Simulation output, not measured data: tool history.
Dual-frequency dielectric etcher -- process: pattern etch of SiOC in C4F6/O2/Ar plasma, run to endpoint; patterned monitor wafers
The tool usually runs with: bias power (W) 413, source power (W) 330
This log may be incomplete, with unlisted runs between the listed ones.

run	hour	bias power (W)	source power (W)	incoming incoming film thickness, nm	endpoint time (s)
1	0.0	413	330	35.50	14.3
2	24.5	413	330	35.45	14.5
3	74.6	413	330	34.97	14.1
4	230.7	413	330	35.19	14.5
5	282.1	413	330	35.54	14.8
6	341.5	413	330	35.58	14.9
7	400.7	413	330	35.24	14.9
8	442.6	413	330	35.48	15.0
# hour 452.0: source power generator calibrated
# hour 485.6: wet clean of the chamber
# hour 496.0: upper electrode replaced
9	510.6	413	330	35.49	14.4
10	550.6	493	330	35.54	13.8
11	611.6	493	330	35.42	13.6
12	659.0	354	330	35.45	15.2
13	690.2	487	380	35.16	13.0
14	753.2	413	330	34.98	14.6
15	803.9	355	360	35.46	15.0
16	846.0	509	300	35.44	14.7
17	873.6	312	270	35.55	17.9
18	939.1	413	330	35.14	14.8
# hour 964.2: bias power generator calibrated
# hour 971.7: wet clean of the chamber
19	994.4	486	300	35.38	14.1
20	1019.5	474	400	35.62	13.0
21	1058.7	459	330	35.50	14.1
22	1177.6	495	280	35.25	14.9
23	1235.5	445	360	35.40	13.9

For each run, what was the tool's unlogged condition?
bias power that arrives over what is set, %: 0 across all the runs
source power that arrives over what is set, %: 0 across all the runs
H1: etch rate over this chamber's usual, %
run	H1
1	-0.488
2	-0.736
3	-1.24
4	-2.82
5	-3.34
6	-3.94
7	-4.54
8	-4.97
9	-0.998
10	-1.4
11	-2.02
12	-2.5
13	-2.82
14	-3.45
15	-3.97
16	-4.39
17	-4.67
18	-5.34
19	-0.557
20	-0.811
21	-1.21
22	-2.41
23	-3

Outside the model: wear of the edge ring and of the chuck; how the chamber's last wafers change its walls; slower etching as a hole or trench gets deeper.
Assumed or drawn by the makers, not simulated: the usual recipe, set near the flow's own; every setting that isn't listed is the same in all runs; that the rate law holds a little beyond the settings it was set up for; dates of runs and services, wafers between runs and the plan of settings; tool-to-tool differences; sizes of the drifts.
